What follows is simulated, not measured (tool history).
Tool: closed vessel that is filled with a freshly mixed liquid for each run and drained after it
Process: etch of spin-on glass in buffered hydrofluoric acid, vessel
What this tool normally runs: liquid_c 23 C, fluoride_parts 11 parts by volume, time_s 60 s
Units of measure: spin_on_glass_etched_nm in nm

run,hour,liquid_c,fluoride_parts,time_s,"read-back film thickness of the spin-on glass reference wafer, read on the same gauge (nm)",spin_on_glass_etched_nm
1,0,25.5,8.5,60,110.05,132.92
2,32.8,23,11,60,110.02,92.11
3,58.4,23,11,60,110.03,92.72
4,80.7,23,11,60,109.98,91.36
5,98.6,23,11,85,109.98,130.24
6,126.4,23,11,85,109.98,131.46
7,152.1,23,11,60,110.04,92.03
8,175.7,23,11,60,109.98,91.75
9,204.3,23,11,60,110.04,92.24
10,228.5,23,11,60,109.97,91.74
11,250.4,23,11,60,109.98,92.1
# hour 268.7: thermometer replaced
12,283.3,25.5,8.5,80,109.98,175.46
13,306.2,23,11,60,110.02,92.5
14,323,23,11,60,110.05,91.79
# hour 342.5: gauge calibrated
15,352,23,11,60,110.01,91.87
16,372,23,11,60,109.97,91.33
17,402.5,23,13.5,45,109.95,56.38
# hour 415.5: hydrofluoric acid flow meter replaced
18,435.8,20,14,40,110,40.6
19,451.3,21,13.5,60,110,67.09
20,465.2,21.5,8,85,110.01,162.08
21,489.6,20.5,15,80,110.03,80.15
22,510.5,25,11,60,110.04,102.77
23,602.4,23,7.5,60,110.01,131.62

5 options for the next run, each taken on its own from the tool as it stands now. Forecast them:
A,603.1,23,11,60,?,?
B,603.1,25.5,11,75,?,?
C,603.1,23,11,35,?,?
D,603.1,23,13,95,?,?
E,603.1,18,11,30,?,?

run,"read-back film thickness of the spin-on glass reference wafer, read on the same gauge (nm)",spin_on_glass_etched_nm
A,109.98,91.8
B,109.98,131.48
C,109.98,53.55
D,109.98,123.45
E,109.98,34.72
Had the tool no hidden state, the same runs would have come out as:
run,spin_on_glass_etched_nm
A,91.8
B,131.48
C,53.55
D,123.45
E,34.72

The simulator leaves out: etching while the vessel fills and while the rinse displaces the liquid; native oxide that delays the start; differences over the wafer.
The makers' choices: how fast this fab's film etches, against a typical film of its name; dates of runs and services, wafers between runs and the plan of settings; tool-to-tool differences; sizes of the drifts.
